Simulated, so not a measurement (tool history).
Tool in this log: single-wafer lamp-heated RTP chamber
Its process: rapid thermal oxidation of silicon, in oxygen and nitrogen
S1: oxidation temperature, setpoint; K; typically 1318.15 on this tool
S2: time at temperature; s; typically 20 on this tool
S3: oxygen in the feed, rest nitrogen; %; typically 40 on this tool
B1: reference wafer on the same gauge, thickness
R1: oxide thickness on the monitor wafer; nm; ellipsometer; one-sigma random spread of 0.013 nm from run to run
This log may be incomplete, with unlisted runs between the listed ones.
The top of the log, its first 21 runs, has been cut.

run,day,S1,S2,S3,B1,R1
22,11.492,1291.15,20,40,4.115,3.330
23,12.042,1318.15,20,40,4.121,3.913
24,12.588,1318.15,12,22,4.124,2.832
# day 12.750: gauge calibrated
25,13.017,1318.15,20,52,4.123,4.246
26,13.342,1318.15,16,63,4.121,4.147
27,15.292,1332.15,20,40,4.118,4.275
28,15.688,1318.15,20,40,4.122,3.927
29,15.992,1318.15,20,40,4.119,3.965
30,16.479,1318.15,20,66,4.122,4.650
31,17.212,1341.15,11,62,4.126,4.174

Consider 3 possible next runs. They are alternatives, not a sequence: every one starts from the tool as it was left by run 31. What does each give?
A,17.229,1318.15,20,19,?,?
B,17.229,1291.15,20,64,?,?
C,17.229,1309.15,20,40,?,?

run,B1,R1
A,4.123,3.209
B,4.123,3.871
C,4.123,3.749
The same runs, with their run-to-run variation unchanged, on a tool lacking any hidden condition would have given:
run,R1
A,3.151
B,3.782
C,3.668

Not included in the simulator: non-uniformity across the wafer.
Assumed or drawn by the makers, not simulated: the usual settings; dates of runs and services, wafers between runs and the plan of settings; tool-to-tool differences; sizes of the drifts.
